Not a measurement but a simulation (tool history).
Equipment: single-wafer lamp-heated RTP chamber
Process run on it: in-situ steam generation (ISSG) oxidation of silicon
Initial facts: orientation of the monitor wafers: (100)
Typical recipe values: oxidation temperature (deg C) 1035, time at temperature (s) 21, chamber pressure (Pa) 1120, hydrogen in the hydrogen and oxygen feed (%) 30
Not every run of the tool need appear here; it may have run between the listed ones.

run     day  oxidation temperature (deg C)  time at temperature (s)  chamber pressure (Pa)  hydrogen in the hydrogen and oxygen feed (%)  wafers since the last listed run  wafers since the last pyrometer calibration  hours since the pressure gauge was zeroed  hours since the hydrogen flow controller was replaced  hours since the gauge calibration  read-back reference wafer on the same gauge, thickness  oxide thickness on the monitor wafer (nm)
  1   0.000                           1035                       21                   1000                                            30                                 0                                         2848                                     1888.6                                                 6141.6                              235.9                                                   6.350                                      7.428
      0.679  -- pyrometer window cleaned and pyrometer calibrated
  2   0.700                           1035                       21                   1120                                            27                                78                                            4                                     1905.4                                                 6158.4                              252.7                                                   6.350                                      7.087
  3   1.438                           1035                       21                   1120                                            27                               158                                          162                                     1923.1                                                 6176.1                              270.4                                                   6.352                                      7.130
  4   2.033                           1035                       21                   1120                                            30                               128                                          291                                     1937.4                                                 6190.4                              284.7                                                   6.349                                      7.354
  5   2.946                           1035                       21                   1120                                            30                               196                                          487                                     1959.3                                                 6212.3                              306.6                                                   6.355                                      7.344
  6   3.846                           1026                       21                   1120                                            30                               193                                          681                                     1980.9                                                 6233.9                              328.2                                                   6.347                                      7.008
  7   5.212                           1035                       21                   1120                                            30                               294                                          975                                     2013.7                                                 6266.7                              361.0                                                   6.353                                      7.368
  8   6.446                           1035                       21                   1120                                            32                               265                                         1240                                     2043.3                                                 6296.3                              390.6                                                   6.350                                      7.495
  9   7.675                           1035                       21                   1120                                            30                               264                                         1505                                     2072.8                                                 6325.8                              420.1                                                   6.350                                      7.371
 10   8.908                           1023                       21                   1120                                            30                               265                                         1770                                     2102.4                                                 6355.4                              449.7                                                   6.352                                      6.940
 11   9.929                           1023                       21                   1120                                            30                               219                                         1990                                     2126.9                                                 6379.9                              474.2                                                   6.348                                      6.959
 12  10.712                           1023                       21                   1120                                            30                               168                                         2159                                     2145.7                                                 6398.7                              493.0                                                   6.349                                      6.964
     11.717  -- hydrogen flow controller replaced
 13  11.738                           1027                       21                   1120                                            30                               148                                         2307                                     2170.3                                                    0.5                              517.6                                                   6.353                                      7.106
 14  12.396                           1027                       21                   1120                                            30                               141                                         2449                                     2186.1                                                   16.3                              533.4                                                   6.354                                      7.112
 15  13.333                           1027                       21                   1120                                            30                               201                                         2651                                     2208.6                                                   38.8                              555.9                                                   6.347                                      7.121
 16  14.288                           1035                       14                   1213                                            30                               205                                         2856                                     2231.5                                                   61.7                              578.8                                                   6.351                                      6.020
 17  15.600                           1035                       27                   1120                                            30                               282                                         3139                                     2263.0                                                   93.2                              610.3                                                   6.353                                      8.427
 18  16.446                           1035                       29                   1120                                            30                               182                                         3321                                     2283.3                                                  113.5                              630.6                                                   6.352                                      8.743
     17.125  -- pyrometer window cleaned and pyrometer calibrated
 19  17.304                           1018                       21                   1120                                            30                               112                                           38                                     2303.9                                                  134.1                              651.2                                                   6.350                                      6.846
 20  17.875                           1035                       21                   1120                                            30                               122                                          161                                     2317.6                                                  147.8                              664.9                                                   6.353                                      7.478
 21  19.167                           1029                       14                   1027                                            32                               278                                          439                                     2348.6                                                  178.8                              695.9                                                   6.351                                      6.128
 22  20.542                           1035                       21                   1120                                            30                               295                                          735                                     2381.6                                                  211.8                              728.9                                                   6.351                                      7.514
     21.550  -- pressure gauge zeroed
     21.842  -- pyrometer window cleaned and pyrometer calibrated, repeated, since the last time left the tool worse
 23  21.921                           1035                       21                   1173                                            32                               161                                           16                                        8.9                                                  244.9                              762.0                                                   6.351                                      7.391
 24  23.117                           1035                       21                   1200                                            30                               257                                          273                                       37.6                                                  273.6                              790.7                                                   6.347                                      7.269
 25  24.154                           1048                       13                    987                                            32                               223                                          497                                       62.5                                                  298.5                              815.6                                                   6.354                                      6.379
     24.258  -- gauge calibrated
 26  25.292                           1041                       24                   1040                                            27                               244                                          742                                       89.8                                                  325.8                               24.8                                                   6.356                                      7.963
 27  26.550                           1035                       21                    987                                            21                               270                                         1012                                      120.0                                                  356.0                               55.0                                                   6.347                                      6.790
 28  27.954                           1035                       24                   1120                                            32                               302                                         1315                                      153.7                                                  389.7                               88.7                                                   6.351                                      8.032
 29  29.146                           1017                       21                   1120                                            23                               256                                         1571                                      182.3                                                  418.3                              117.3                                                   6.348                                      6.354
 30  30.138                           1048                       21                   1120                                            30                               213                                         1785                                      206.1                                                  442.1                              141.1                                                   6.344                                      7.975
 31  31.429                           1018                       21                   1120                                            30                               278                                         2063                                      237.1                                                  473.1                              172.1                                                   6.349                                      6.841

Describe how what the log doesn't record of the tool's condition differs between the last listed run preceding each entry between runs and the first listed run following it.
From run 1 to run 2: pyrometer window cleaned and pyrometer calibrated (day 0.679)
  true wafer temperature minus pyrometer reading, K: 3.02 -> 0.163
  difference, measured minus the result without the unlogged condition, oxide thickness on the monitor wafer (nm): +0.114 -> +0.006
From run 12 to run 13: hydrogen flow controller replaced (day 11.717)
  true wafer temperature minus pyrometer reading, K: 2.7 -> 2.78
  difference, measured minus the result without the unlogged condition, oxide thickness on the monitor wafer (nm): +0.089 -> +0.097
From run 18 to run 19: pyrometer window cleaned and pyrometer calibrated (day 17.125)
  true wafer temperature minus pyrometer reading, K: 2.98 -> 4.69
  difference, measured minus the result without the unlogged condition, oxide thickness on the monitor wafer (nm): +0.141 -> +0.149
From run 22 to run 23: pressure gauge zeroed (day 21.550); pyrometer window cleaned and pyrometer calibrated, repeated, since the last time left the tool worse (day 21.842)
  true wafer temperature minus pyrometer reading, K: 6.04 -> 0.619
  difference, measured minus the result without the unlogged condition, oxide thickness on the monitor wafer (nm): +0.230 -> +0.024
From run 25 to run 26: gauge calibrated (day 24.258)
  true wafer temperature minus pyrometer reading, K: 1.66 -> 2.04
  difference, measured minus the result without the unlogged condition, oxide thickness on the monitor wafer (nm): +0.051 -> +0.087
